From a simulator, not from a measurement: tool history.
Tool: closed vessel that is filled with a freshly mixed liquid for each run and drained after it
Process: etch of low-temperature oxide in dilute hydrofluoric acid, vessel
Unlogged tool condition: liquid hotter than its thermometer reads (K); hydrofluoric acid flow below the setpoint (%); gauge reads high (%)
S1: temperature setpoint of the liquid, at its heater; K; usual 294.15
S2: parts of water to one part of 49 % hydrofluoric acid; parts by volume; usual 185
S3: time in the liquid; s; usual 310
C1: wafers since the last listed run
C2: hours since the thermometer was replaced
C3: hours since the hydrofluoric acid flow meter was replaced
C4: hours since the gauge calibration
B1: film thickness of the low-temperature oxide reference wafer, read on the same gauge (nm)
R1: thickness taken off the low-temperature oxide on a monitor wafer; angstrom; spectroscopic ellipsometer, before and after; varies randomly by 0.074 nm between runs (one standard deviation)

Run 1, hour 0: usual settings but S2 160 parts by volume, S3 390 s; C1 0; C2 2029.2; C3 281.9; C4 597.7; B1 60.02. Result: R1 279.7 angstrom.
Run 2, hour 24.7: usual settings; C1 2780; C2 2053.9; C3 306.6; C4 622.4; B1 59.97. Result: R1 187 angstrom.
Run 3, hour 50.2: usual settings; C1 2870; C2 2079.4; C3 332.1; C4 647.9; B1 59.98. Result: R1 187.4 angstrom.
Run 4, hour 113.5: usual settings but S1 297.15 K; C1 7124; C2 2142.7; C3 395.4; C4 711.2; B1 60. Result: R1 208.8 angstrom.
Run 5, hour 164.7: usual settings but S1 297.15 K; C1 5762; C2 2193.9; C3 446.6; C4 762.4; B1 60. Result: R1 206.7 angstrom.
Run 6, hour 200: usual settings but S1 297.15 K; C1 3973; C2 2229.2; C3 481.9; C4 797.7; B1 59.99. Result: R1 207.1 angstrom.
Run 7, hour 224.8: usual settings but S2 235 parts by volume; C1 2791; C2 2254; C3 506.7; C4 822.5; B1 60.04. Result: R1 139 angstrom.
Run 8, hour 293.9: usual settings but S2 235 parts by volume; C1 7777; C2 2323.1; C3 575.8; C4 891.6; B1 60.01. Result: R1 137.3 angstrom.
Run 9, hour 327.4: usual settings; C1 3770; C2 2356.6; C3 609.3; C4 925.1; B1 59.99. Result: R1 181.9 angstrom.
Run 10, hour 356: usual settings; C1 3219; C2 2385.2; C3 637.9; C4 953.7; B1 60. Result: R1 183.8 angstrom.
At hour 361.5: gauge calibrated.
Run 11, hour 421: usual settings; C1 7316; C2 2450.2; C3 702.9; C4 59.5; B1 59.99. Result: R1 181.5 angstrom.
Run 12, hour 459.9: usual settings but S2 260 parts by volume, S3 480 s; C1 4378; C2 2489.1; C3 741.8; C4 98.4; B1 60.01. Result: R1 184.7 angstrom.
At hour 482.9: hydrofluoric acid flow meter replaced.
Run 13, hour 500.7: usual settings but S1 295.65 K, S2 220 parts by volume, S3 380 s; C1 4479; C2 2529.9; C3 17.8; C4 139.2; B1 60. Result: R1 202.2 angstrom.
At hour 505.3: thermometer replaced.
Run 14, hour 554.3: usual settings but S2 260 parts by volume; C1 5920; C2 49; C3 71.4; C4 192.8; B1 60.01. Result: R1 124.9 angstrom.
Run 15, hour 597.3: usual settings but S2 130 parts by volume; C1 4839; C2 92; C3 114.4; C4 235.8; B1 60.01. Result: R1 286.5 angstrom.
Run 16, hour 622.3: usual settings; C1 2813; C2 117; C3 139.4; C4 260.8; B1 59.99. Result: R1 188.9 angstrom.
Run 17, hour 668: usual settings but S3 170 s; C1 5143; C2 162.7; C3 185.1; C4 306.5; B1 59.99. Result: R1 103.6 angstrom.
Run 18, hour 698.3: usual settings; C1 3410; C2 193; C3 215.4; C4 336.8; B1 59.98. Result: R1 187.5 angstrom.
Run 19, hour 747.6: usual settings but S3 465 s; C1 5549; C2 242.3; C3 264.7; C4 386.1; B1 60. Result: R1 281.6 angstrom.
Run 20, hour 792: usual settings; C1 4997; C2 286.7; C3 309.1; C4 430.5; B1 60.01. Result: R1 187.3 angstrom.
Run 21, hour 856.1: usual settings but S1 298.65 K, S2 155 parts by volume, S3 425 s; C1 7214; C2 350.8; C3 373.2; C4 494.6; B1 59.99. Result: R1 371.3 angstrom.
Run 22, hour 913.8: usual settings but S2 110 parts by volume; C1 6494; C2 408.5; C3 430.9; C4 552.3; B1 60.02. Result: R1 336.8 angstrom.
Run 23, hour 1039.9: usual settings but S1 291.15 K, S2 245 parts by volume, S3 175 s; C1 14193; C2 534.6; C3 557; C4 678.4; B1 60.02. Result: R1 65.9 angstrom.

Below are 5 alternative next runs, each starting from the tool's condition after run 23. Predict each:
Run A, hour 1040.6: usual settings; C1 78; C2 535.3; C3 557.7; C4 679.1; B1 ?. Result: R1 ?.
Run B, hour 1040.6: usual settings but S1 291.65 K, S2 155 parts by volume, S3 390 s; C1 78; C2 535.3; C3 557.7; C4 679.1; B1 ?. Result: R1 ?.
Run C, hour 1040.6: usual settings but S1 296.65 K; C1 78; C2 535.3; C3 557.7; C4 679.1; B1 ?. Result: R1 ?.
Run D, hour 1040.6: usual settings but S1 298.15 K; C1 78; C2 535.3; C3 557.7; C4 679.1; B1 ?. Result: R1 ?.
Run E, hour 1040.6: usual settings but S2 140 parts by volume; C1 78; C2 535.3; C3 557.7; C4 679.1; B1 ?. Result: R1 ?.

run  B1     R1
  A  60  184.5
  B  60  259.1
  C  60  202.8
  D  60  214.4
  E  60    256
Stripped of hidden state, with their random variation kept, the same runs would have yielded:
run     R1
  A  193.7
  B  271.6
  C    213
  D  225.2
  E  268.3

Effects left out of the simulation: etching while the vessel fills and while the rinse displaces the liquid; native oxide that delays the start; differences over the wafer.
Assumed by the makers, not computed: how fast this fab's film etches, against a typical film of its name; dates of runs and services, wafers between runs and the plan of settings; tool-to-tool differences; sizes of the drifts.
